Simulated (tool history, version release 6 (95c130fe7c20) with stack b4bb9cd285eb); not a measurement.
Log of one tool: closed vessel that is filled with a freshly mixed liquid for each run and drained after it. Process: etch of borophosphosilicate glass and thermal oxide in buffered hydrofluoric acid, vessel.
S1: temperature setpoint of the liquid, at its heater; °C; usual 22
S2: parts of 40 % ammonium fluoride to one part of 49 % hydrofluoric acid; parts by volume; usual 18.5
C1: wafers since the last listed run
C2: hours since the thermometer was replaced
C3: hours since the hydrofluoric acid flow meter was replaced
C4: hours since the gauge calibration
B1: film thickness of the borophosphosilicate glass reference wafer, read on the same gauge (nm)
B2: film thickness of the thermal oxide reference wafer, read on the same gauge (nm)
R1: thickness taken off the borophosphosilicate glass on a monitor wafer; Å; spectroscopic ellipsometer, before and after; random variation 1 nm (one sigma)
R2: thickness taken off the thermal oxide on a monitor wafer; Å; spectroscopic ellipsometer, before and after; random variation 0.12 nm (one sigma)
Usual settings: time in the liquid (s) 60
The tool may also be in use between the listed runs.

Run 1, hour 0: usual settings but S1 25 °C; C1 0; C2 538.1; C3 989.8; C4 2532.3; B1 80.02; B2 130.03. Result: R1 1218.8 Å, R2 366.5 Å.
At hour 40.1: gauge calibrated.
Run 2, hour 41.3: usual settings but S1 25 °C; C1 3043; C2 579.4; C3 1031.1; C4 1.2; B1 79.99; B2 130. Result: R1 1211.3 Å, R2 363.9 Å.
Run 3, hour 148.9: usual settings; C1 7928; C2 687; C3 1138.7; C4 108.8; B1 79.99; B2 129.98. Result: R1 1016.4 Å, R2 305.4 Å.
Run 4, hour 194: usual settings; C1 3323; C2 732.1; C3 1183.8; C4 153.9; B1 80.02; B2 129.99. Result: R1 1024.3 Å, R2 308 Å.
Run 5, hour 473: usual settings; C1 20557; C2 1011.1; C3 1462.8; C4 432.9; B1 80.02; B2 130.02. Result: R1 1000.6 Å, R2 300.9 Å.
At hour 597.8: hydrofluoric acid flow meter replaced.
Run 6, hour 755.8: usual settings but S2 25.5 parts by volume; C1 20763; C2 1293.9; C3 158; C4 715.7; B1 80.01; B2 129.99. Result: R1 763 Å, R2 230.8 Å.
Run 7, hour 849.6: usual settings; C1 6911; C2 1387.7; C3 251.8; C4 809.5; B1 80; B2 130.03. Result: R1 977.8 Å, R2 291.9 Å.
At hour 923.3: thermometer replaced.
Run 8, hour 982.8: usual settings but S1 24.5 °C; C1 9740; C2 59.5; C3 385; C4 942.7; B1 80.02; B2 130. Result: R1 1225.8 Å, R2 371.2 Å.
Run 9, hour 1082: usual settings; C1 7309; C2 158.7; C3 484.2; C4 1041.9; B1 80.01; B2 130.03. Result: R1 1072.2 Å, R2 320 Å.
Run 10, hour 1144.2: usual settings but S1 25.5 °C, time in the liquid (s) 70; C1 4583; C2 220.9; C3 546.4; C4 1104.1; B1 80.03; B2 130. Result: R1 1480.1 Å, R2 449.9 Å.
Run 11, hour 1213.3: usual settings but S1 24.5 °C, S2 21.5 parts by volume, time in the liquid (s) 50; C1 5091; C2 290; C3 615.5; C4 1173.2; B1 80; B2 130.03. Result: R1 900.1 Å, R2 266.1 Å.
Run 12, hour 1273.9: usual settings but S1 24.5 °C, S2 21.5 parts by volume, time in the liquid (s) 50; C1 4465; C2 350.6; C3 676.1; C4 1233.8; B1 80; B2 130.01. Result: R1 877.4 Å, R2 267.6 Å.
Run 13, hour 1365.5: usual settings but S2 25 parts by volume; C1 6749; C2 442.2; C3 767.7; C4 1325.4; B1 79.98; B2 129.99. Result: R1 829.7 Å, R2 250.1 Å.
Run 14, hour 1424.9: usual settings; C1 4376; C2 501.6; C3 827.1; C4 1384.8; B1 79.99; B2 129.99. Result: R1 1031.3 Å, R2 311.6 Å.
Run 15, hour 1510.4: usual settings; C1 6299; C2 587.1; C3 912.6; C4 1470.3; B1 79.99; B2 130.01. Result: R1 1020.2 Å, R2 310.9 Å.
Run 16, hour 1601.7: usual settings but S2 24 parts by volume, time in the liquid (s) 75; C1 6727; C2 678.4; C3 1003.9; C4 1561.6; B1 80.02; B2 129.99. Result: R1 1045.2 Å, R2 316.6 Å.
Run 17, hour 1662.3: usual settings but S1 25 °C, S2 23 parts by volume, time in the liquid (s) 80; C1 4465; C2 739; C3 1064.5; C4 1622.2; B1 80; B2 130.02. Result: R1 1333.1 Å, R2 408.5 Å.
Run 18, hour 1753.6: usual settings but S1 23.5 °C, S2 13.5 parts by volume, time in the liquid (s) 30; C1 6727; C2 830.3; C3 1155.8; C4 1713.5; B1 80; B2 129.98. Result: R1 747 Å, R2 228 Å.
Run 19, hour 1839.3: usual settings; C1 6314; C2 916; C3 1241.5; C4 1799.2; B1 79.99; B2 130. Result: R1 1018.9 Å, R2 304.5 Å.
Run 20, hour 1941.3: usual settings; C1 7515; C2 1018; C3 1343.5; C4 1901.2; B1 79.99; B2 129.98. Result: R1 995.3 Å, R2 301.4 Å.
Run 21, hour 1999.3: usual settings but S1 26.5 °C, S2 24 parts by volume, time in the liquid (s) 75; C1 4273; C2 1076; C3 1401.5; C4 1959.2; B1 80.01; B2 129.98. Result: R1 1273.3 Å, R2 391.7 Å.
Run 22, hour 2070.3: usual settings; C1 5231; C2 1147; C3 1472.5; C4 2030.2; B1 80.02; B2 129.98. Result: R1 992.6 Å, R2 298.9 Å.
Run 23, hour 2158.9: usual settings but S1 24.5 °C, S2 16 parts by volume, time in the liquid (s) 90; C1 6528; C2 1235.6; C3 1561.1; C4 2118.8; B1 80; B2 130. Result: R1 1936.4 Å, R2 590.7 Å.

The next listed run, before its measurement:
Run 24, hour 2212.5: usual settings but S1 17 °C; C1 3949; C2 1289.2; C3 1614.7; C4 2172.4; B1 ?; B2 ?. Result: R1 ?, R2 ?.

B1: 79.98
B2: 130.06
R1: 745.2 Å
R2: 220.7 Å
Without the tool's hidden state the same run would have given R1 822.7 Å, R2 244 Å.

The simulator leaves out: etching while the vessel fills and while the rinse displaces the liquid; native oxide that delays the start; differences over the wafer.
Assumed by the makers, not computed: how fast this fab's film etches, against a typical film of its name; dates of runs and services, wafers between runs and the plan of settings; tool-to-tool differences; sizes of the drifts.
